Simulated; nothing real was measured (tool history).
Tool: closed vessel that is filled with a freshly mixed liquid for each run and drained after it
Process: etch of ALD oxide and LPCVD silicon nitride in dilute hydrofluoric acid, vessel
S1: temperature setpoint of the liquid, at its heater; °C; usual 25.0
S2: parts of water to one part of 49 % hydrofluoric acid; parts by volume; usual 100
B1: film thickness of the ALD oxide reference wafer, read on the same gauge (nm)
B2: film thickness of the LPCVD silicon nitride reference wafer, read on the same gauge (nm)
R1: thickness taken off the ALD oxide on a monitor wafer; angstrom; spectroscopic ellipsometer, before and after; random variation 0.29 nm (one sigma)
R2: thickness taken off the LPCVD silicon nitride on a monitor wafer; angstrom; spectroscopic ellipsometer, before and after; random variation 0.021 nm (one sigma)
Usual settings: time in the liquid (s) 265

run 1 hour=0.0 | S1=25.0 S2=100 time_in_the_liquid_(s)=265 | B1=99.98 B2=69.977 | R1=544.3 R2=11.36
run 2 hour=85.3 | S1=25.0 S2=130 time_in_the_liquid_(s)=265 | B1=100.01 B2=70.025 | R1=403.4 R2=8.32
run 3 hour=160.8 | S1=25.0 S2=130 time_in_the_liquid_(s)=265 | B1=100.05 B2=70.003 | R1=403.0 R2=8.33
run 4 hour=225.5 | S1=26.0 S2=100 time_in_the_liquid_(s)=195 | B1=100.00 B2=70.016 | R1=411.1 R2=8.49
run 5 hour=300.6 | S1=26.0 S2=100 time_in_the_liquid_(s)=195 | B1=99.98 B2=70.013 | R1=411.5 R2=8.43
run 6 hour=375.6 | S1=26.0 S2=100 time_in_the_liquid_(s)=195 | B1=100.01 B2=69.993 | R1=414.1 R2=8.70
run 7 hour=430.5 | S1=25.0 S2=100 time_in_the_liquid_(s)=265 | B1=99.97 B2=69.977 | R1=532.8 R2=10.59
run 8 hour=467.8 | S1=25.0 S2=100 time_in_the_liquid_(s)=265 | B1=100.01 B2=70.024 | R1=534.0 R2=10.72
-- hour=552.9 thermometer replaced
run 9 hour=570.5 | S1=25.0 S2=100 time_in_the_liquid_(s)=265 | B1=100.02 B2=70.010 | R1=569.0 R2=12.30
run 10 hour=665.0 | S1=27.0 S2=100 time_in_the_liquid_(s)=140 | B1=99.99 B2=69.999 | R1=321.1 R2=7.24
run 11 hour=723.9 | S1=25.0 S2=100 time_in_the_liquid_(s)=265 | B1=99.99 B2=70.008 | R1=562.1 R2=11.91
run 12 hour=760.5 | S1=29.5 S2=65 time_in_the_liquid_(s)=360 | B1=100.05 B2=69.997 | R1=1458.4 R2=33.44
run 13 hour=867.1 | S1=21.0 S2=100 time_in_the_liquid_(s)=265 | B1=99.99 B2=69.992 | R1=475.5 R2=8.86
run 14 hour=920.8 | S1=25.0 S2=75 time_in_the_liquid_(s)=265 | B1=100.01 B2=70.021 | R1=761.0 R2=15.51
run 15 hour=1012.9 | S1=27.5 S2=75 time_in_the_liquid_(s)=265 | B1=99.97 B2=70.021 | R1=837.4 R2=17.98
run 16 hour=1053.4 | S1=25.0 S2=100 time_in_the_liquid_(s)=265 | B1=100.01 B2=69.986 | R1=551.9 R2=11.35
run 17 hour=1136.6 | S1=25.0 S2=100 time_in_the_liquid_(s)=215 | B1=100.00 B2=69.958 | R1=443.9 R2=9.34
-- hour=1144.1 gauge calibrated
run 18 hour=1213.8 | S1=27.5 S2=75 time_in_the_liquid_(s)=265 | B1=100.02 B2=70.003 | R1=831.8 R2=17.57
-- hour=1313.8 hydrofluoric acid flow meter replaced
run 19 hour=1420.4 | S1=29.0 S2=85 time_in_the_liquid_(s)=265 | B1=99.99 B2=70.001 | R1=794.3 R2=18.01
run 20 hour=1581.5 | S1=29.5 S2=80 time_in_the_liquid_(s)=380 | B1=99.99 B2=70.017 | R1=1238.0 R2=27.25
run 21 hour=1630.3 | S1=21.0 S2=140 time_in_the_liquid_(s)=265 | B1=100.03 B2=69.976 | R1=326.4 R2=6.31
run 22 hour=1676.2 | S1=29.5 S2=100 time_in_the_liquid_(s)=265 | B1=100.02 B2=70.006 | R1=669.5 R2=15.41
run 23 hour=1773.2 | S1=25.0 S2=100 time_in_the_liquid_(s)=105 | B1=100.00 B2=70.002 | R1=220.7 R2=4.68

Forecast each of these 5 alternatives for the next run:
run A hour=1773.9 | S1=21.5 S2=100 time_in_the_liquid_(s)=265 | B1=? B2=? | R1=? R2=?
run B hour=1773.9 | S1=25.0 S2=100 time_in_the_liquid_(s)=140 | B1=? B2=? | R1=? R2=?
run C hour=1773.9 | S1=22.5 S2=60 time_in_the_liquid_(s)=385 | B1=? B2=? | R1=? R2=?
run D hour=1773.9 | S1=25.0 S2=65 time_in_the_liquid_(s)=145 | B1=? B2=? | R1=? R2=?
run E hour=1773.9 | S1=21.0 S2=70 time_in_the_liquid_(s)=380 | B1=? B2=? | R1=? R2=?

run=A B1=99.98 B2=70.024 R1=486.3 R2=9.15
run=B B1=99.98 B2=70.024 R1=295.7 R2=6.11
run=C B1=99.98 B2=70.024 R1=1287.2 R2=23.45
run=D B1=99.98 B2=70.024 R1=492.8 R2=9.67
run=E B1=99.98 B2=70.024 R1=1010.5 R2=17.97
Without the tool's hidden state the same runs would have given:
run=A R1=512.9 R2=9.88
run=B R1=311.5 R2=6.58
run=C R1=1357.7 R2=25.33
run=D R1=519.4 R2=10.43
run=E R1=1066.3 R2=19.41
